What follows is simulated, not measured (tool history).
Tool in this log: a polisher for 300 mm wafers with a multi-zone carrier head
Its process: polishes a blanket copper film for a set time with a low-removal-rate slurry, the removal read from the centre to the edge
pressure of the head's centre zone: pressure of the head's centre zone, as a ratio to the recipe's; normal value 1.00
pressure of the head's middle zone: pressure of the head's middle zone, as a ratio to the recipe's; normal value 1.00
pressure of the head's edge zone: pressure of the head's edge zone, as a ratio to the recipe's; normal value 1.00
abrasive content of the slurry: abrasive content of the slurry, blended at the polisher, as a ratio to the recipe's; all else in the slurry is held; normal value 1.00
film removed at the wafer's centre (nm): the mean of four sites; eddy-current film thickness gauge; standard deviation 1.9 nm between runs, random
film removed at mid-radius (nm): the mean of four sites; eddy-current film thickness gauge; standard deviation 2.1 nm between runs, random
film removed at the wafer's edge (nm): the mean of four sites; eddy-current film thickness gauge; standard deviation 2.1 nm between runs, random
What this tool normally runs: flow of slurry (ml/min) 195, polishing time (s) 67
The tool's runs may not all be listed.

run    hour  flow of slurry (ml/min)  pressure of the head's centre zone  pressure of the head's middle zone  pressure of the head's edge zone  abrasive content of the slurry  polishing time (s)  incoming thickness of the incoming film, nm  film removed at the wafer's centre (nm)  film removed at mid-radius (nm)  film removed at the wafer's edge (nm)
  1     0.0                      195                                1.00                                1.00                              0.92                            1.00                  67                                       1503.0                                    195.1                            193.8                                  187.8
  2    66.8                      195                                1.00                                1.00                              1.00                            1.00                  67                                       1501.1                                    187.6                            189.6                                  193.5
  3   127.2                      195                                1.00                                1.00                              1.00                            1.00                  67                                       1497.3                                    184.9                            188.8                                  188.7
      149.8  -- worn pad replaced by a new one
  4   183.9                      195                                1.00                                1.00                              1.00                            1.00                  67                                       1511.3                                    197.2                            199.4                                  201.6
  5   250.7                      195                                1.00                                1.00                              0.93                            1.00                  67                                       1498.7                                    196.9                            197.3                                  195.0
      280.1  -- carrier head's membrane replaced by a new one
  6   321.9                      195                                1.00                                1.00                              0.93                            1.00                  67                                       1494.3                                    192.0                            193.5                                  186.4
  7   346.5                      195                                1.00                                1.00                              0.93                            1.00                  67                                       1505.8                                    191.9                            188.5                                  183.6
  8   375.3                      195                                1.00                                1.00                              1.00                            1.00                  67                                       1526.8                                    187.2                            189.3                                  193.1
      391.8  -- slurry nozzle cleaned
      420.5  -- worn pad replaced by a new one
  9   421.0                      195                                1.00                                1.00                              1.00                            1.00                  67                                       1517.8                                    202.5                            201.4                                  203.5
 10   486.3                      230                                1.00                                1.00                              1.11                            1.00                  67                                       1530.3                                    204.3                            204.7                                  215.4
 11   526.9                      160                                1.00                                1.00                              0.88                            0.75                  81                                       1507.7                                    203.4                            209.1                                  197.5
 12   574.0                      175                                0.90                                0.96                              1.00                            1.00                  67                                       1521.9                                    170.3                            190.1                                  195.8
      598.9  -- centre zone pressure recalibrated
 13   635.8                      195                                1.00                                0.95                              1.00                            1.00                  88                                       1488.8                                    248.6                            243.3                                  252.0
 14   674.4                      195                                1.00                                0.95                              1.00                            1.00                  88                                       1510.8                                    244.8                            238.4                                  248.9
      700.2  -- worn pad replaced by a new one
      835.2  -- edge zone pressure recalibrated
 15   843.8                      195                                1.00                                1.10                              1.00                            1.10                  75                                       1512.7                                    225.8                            249.8                                  223.4
 16   909.4                      220                                1.00                                1.07                              1.00                            1.00                  67                                       1522.1                                    191.6                            205.6                                  191.0
      931.5  -- worn pad replaced by a new one
 17   952.8                      195                                1.00                                1.00                              0.93                            1.00                  67                                       1487.0                                    197.8                            200.7                                  190.0
 18   991.4                      195                                1.00                                1.00                              1.00                            1.00                  67                                       1521.2                                    198.7                            205.0                                  201.6
     1003.8  -- slurry nozzle cleaned
 19  1024.2                      195                                1.00                                1.00                              1.00                            1.00                  67                                       1509.2                                    201.5                            200.8                                  198.9
 20  1067.2                      195                                1.00                                1.00                              1.04                            1.00                  67                                       1523.3                                    193.4                            199.7                                  202.8
 21  1103.9                      150                                1.00                                1.00                              0.94                            1.00                  67                                       1488.1                                    182.6                            186.4                                  185.0
     1163.1  -- worn pad replaced by a new one
 22  1164.1                      195                                1.00                                1.00                              1.00                            1.00                  67                                       1502.9                                    194.9                            198.6                                  200.9

Here are 3 independent what-if runs from the current tool condition. What would each one return?
  A  1164.5                      195                                1.00                                1.00                              1.00                            1.00                  67                                       1512.5                                        ?                                ?                                      ?
  B  1164.5                      195                                0.94                                1.00                              1.00                            1.00                  67                                       1512.5                                        ?                                ?                                      ?
  C  1164.5                      195                                1.00                                1.06                              1.00                            1.00                  46                                       1512.5                                        ?                                ?                                      ?

run  film removed at the wafer's centre (nm)  film removed at mid-radius (nm)  film removed at the wafer's edge (nm)
  A                                    194.4                            199.3                                  197.3
  B                                    182.6                            199.4                                  197.3
  C                                    133.5                            143.8                                  135.3
Had the tool no hidden state, the same runs would have come out as:
run  film removed at the wafer's centre (nm)  film removed at mid-radius (nm)  film removed at the wafer's edge (nm)
  A                                    198.1                            203.1                                  201.1
  B                                    186.1                            203.2                                  201.1
  C                                    136.1                            146.5                                  137.9
